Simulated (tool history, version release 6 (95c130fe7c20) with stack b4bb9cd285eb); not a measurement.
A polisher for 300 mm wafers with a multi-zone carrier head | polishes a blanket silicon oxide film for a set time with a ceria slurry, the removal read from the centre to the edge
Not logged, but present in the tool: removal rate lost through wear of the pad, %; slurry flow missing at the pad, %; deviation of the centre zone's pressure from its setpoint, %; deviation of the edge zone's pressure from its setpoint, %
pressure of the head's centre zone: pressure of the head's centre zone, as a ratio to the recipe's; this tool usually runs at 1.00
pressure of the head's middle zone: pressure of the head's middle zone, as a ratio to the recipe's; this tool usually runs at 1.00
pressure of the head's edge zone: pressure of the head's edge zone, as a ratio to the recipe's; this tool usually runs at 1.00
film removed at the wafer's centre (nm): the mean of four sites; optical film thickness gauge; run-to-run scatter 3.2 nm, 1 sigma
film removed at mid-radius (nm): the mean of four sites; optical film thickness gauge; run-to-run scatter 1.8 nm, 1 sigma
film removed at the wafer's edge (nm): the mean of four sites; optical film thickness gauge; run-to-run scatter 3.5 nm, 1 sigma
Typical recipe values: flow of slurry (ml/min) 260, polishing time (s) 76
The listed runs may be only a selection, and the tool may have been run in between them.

run    hour  flow of slurry (ml/min)  pressure of the head's centre zone  pressure of the head's middle zone  pressure of the head's edge zone  polishing time (s)  wafers since the last listed run  wafers polished on this pad  hours since the slurry nozzle was cleaned  hours since the centre zone pressure was calibrated  hours since the edge zone pressure was calibrated  hours since the carrier head's membrane was replaced  incoming thickness of the incoming film, nm  film removed at the wafer's centre (nm)  film removed at mid-radius (nm)  film removed at the wafer's edge (nm)
  1     0.0                      260                                1.00                                1.00                              1.00                  76                                 0                         3304                                      231.6                                                549.0                                              714.7                                                 523.1                                       1820.1                                    232.2                            248.9                                  244.6
  2    61.2                      260                                1.00                                1.00                              1.00                  76                               598                         3902                                      292.8                                                610.2                                              775.9                                                 584.3                                       1828.4                                    229.5                            247.6                                  247.2
       76.7  -- centre zone pressure recalibrated
  3   134.2                      260                                1.00                                1.00                              1.00                  76                               693                         4596                                      365.8                                                 57.5                                              848.9                                                 657.3                                       1816.5                                    241.5                            244.1                                  246.4
  4   182.6                      260                                0.94                                1.00                              1.00                  68                               472                         5069                                      414.2                                                105.9                                              897.3                                                 705.7                                       1802.5                                    203.5                            216.3                                  216.9
  5   250.0                      260                                0.94                                1.00                              1.00                  76                               658                         5728                                      481.6                                                173.3                                              964.7                                                 773.1                                       1788.0                                    226.1                            239.6                                  243.1
      322.9  -- carrier head's membrane replaced by a new one
  6   323.4                      260                                0.95                                1.00                              1.00                  76                               668                         6396                                      555.0                                                246.7                                             1038.1                                                   0.5                                       1772.2                                    225.0                            240.9                                  239.3
      352.9  -- worn pad replaced by a new one
  7   390.0                      260                                1.00                                1.00                              1.09                  86                               611                          362                                      621.6                                                313.3                                             1104.7                                                  67.1                                       1797.1                                    264.7                            272.1                                  283.6
  8   491.7                      260                                1.00                                1.00                              1.00                  76                               993                         1356                                      723.3                                                415.0                                             1206.4                                                 168.8                                       1808.8                                    228.6                            240.4                                  244.6
  9   536.7                      300                                0.93                                1.03                              1.00                  69                               439                         1795                                      768.3                                                460.0                                             1251.4                                                 213.8                                       1783.4                                    193.6                            226.2                                  220.9
      603.5  -- slurry nozzle cleaned
 10   617.5                      260                                1.00                                1.00                              1.00                  76                               779                         2575                                       14.0                                                540.8                                             1332.2                                                 294.6                                       1780.3                                    236.5                            250.5                                  247.3
      690.8  -- centre zone pressure recalibrated
 11   691.8                      340                                1.00                                0.97                              1.00                  83                               706                         3282                                       88.3                                                  1.0                                             1406.5                                                 368.9                                       1832.2                                    279.3                            269.3                                  272.6
      855.4  -- edge zone pressure recalibrated
 12   887.5                      260                                0.91                                0.91                              1.00                  76                              1892                         5174                                      284.0                                                196.7                                               32.1                                                 564.6                                       1781.8                                    217.6                            227.1                                  240.0
 13   940.2                      260                                1.00                                1.00                              1.00                  76                               514                         5689                                      336.7                                                249.4                                               84.8                                                 617.3                                       1812.1                                    239.4                            245.5                                  243.4
 14   978.4                      175                                1.00                                1.00                              1.12                  76                               373                         6063                                      374.9                                                287.6                                              123.0                                                 655.5                                       1827.1                                    222.7                            234.3                                  251.4
     1002.2  -- worn pad replaced by a new one
 15  1025.0                      260                                0.95                                1.00                              1.00                  76                               416                          222                                      421.5                                                334.2                                              169.6                                                 702.1                                       1810.8                                    222.5                            243.6                                  244.4
     1145.9  -- carrier head's membrane replaced by a new one
 16  1169.1                      260                                1.11                                1.00                              1.00                  93                              1359                         1581                                      565.6                                                478.3                                              313.7                                                  23.2                                       1820.8                                    302.6                            298.8                                  293.0
 17  1217.5                      260                                1.00                                1.00                              1.00                  50                               472                         2054                                      614.0                                                526.7                                              362.1                                                  71.6                                       1809.6                                    145.8                            160.4                                  156.9
 18  1264.9                      260                                0.95                                1.00                              1.00                  76                               463                         2518                                      661.4                                                574.1                                              409.5                                                 119.0                                       1831.7                                    209.6                            238.0                                  240.0
 19  1308.0                      260                                0.97                                1.12                              0.90                  76                               421                         2939                                      704.5                                                617.2                                              452.6                                                 162.1                                       1813.1                                    205.4                            262.2                                  230.1
     1315.3  -- slurry nozzle cleaned
     1411.9  -- centre zone pressure recalibrated
 20  1412.4                      260                                0.95                                1.00                              1.00                  76                               990                         3930                                       97.1                                                  0.5                                              557.0                                                 266.5                                       1836.8                                    238.2                            252.0                                  249.6
 21  1473.5                      260                                0.93                                1.00                              1.00                  76                               597                         4527                                      158.2                                                 61.6                                              618.1                                                 327.6                                       1820.3                                    233.6                            251.6                                  251.0
 22  1532.6                      235                                1.00                                0.91                              1.00                  76                               577                         5104                                      217.3                                                120.7                                              677.2                                                 386.7                                       1807.4                                    248.7                            227.2                                  240.4

What if the next run were any one of these 4? Each begins from the tool's condition after run 22:
  A  1533.0                      260                                1.00                                1.00                              1.00                  76                                 3                         5108                                      217.7                                                121.1                                              677.6                                                 387.1                                       1835.5                                        ?                                ?                                      ?
  B  1533.0                      260                                1.09                                0.90                              1.09                  76                                 3                         5108                                      217.7                                                121.1                                              677.6                                                 387.1                                       1835.5                                        ?                                ?                                      ?
  C  1533.0                      260                                1.10                                1.07                              1.04                  97                                 3                         5108                                      217.7                                                121.1                                              677.6                                                 387.1                                       1835.5                                        ?                                ?                                      ?
  D  1533.0                      300                                0.96                                0.95                              1.00                  76                                 3                         5108                                      217.7                                                121.1                                              677.6                                                 387.1                                       1835.5                                        ?                                ?                                      ?

run  film removed at the wafer's centre (nm)  film removed at mid-radius (nm)  film removed at the wafer's edge (nm)
  A                                    246.6                            246.7                                  242.6
  B                                    268.8                            225.8                                  251.0
  C                                    346.7                            333.3                                  313.9
  D                                    240.5                            239.8                                  245.5
Take away the tool's hidden state, keep each run's random variation, and the runs would have read:
run  film removed at the wafer's centre (nm)  film removed at mid-radius (nm)  film removed at the wafer's edge (nm)
  A                                    254.4                            253.3                                  247.5
  B                                    277.2                            231.8                                  256.0
  C                                    357.5                            342.2                                  320.2
  D                                    247.3                            245.5                                  249.9

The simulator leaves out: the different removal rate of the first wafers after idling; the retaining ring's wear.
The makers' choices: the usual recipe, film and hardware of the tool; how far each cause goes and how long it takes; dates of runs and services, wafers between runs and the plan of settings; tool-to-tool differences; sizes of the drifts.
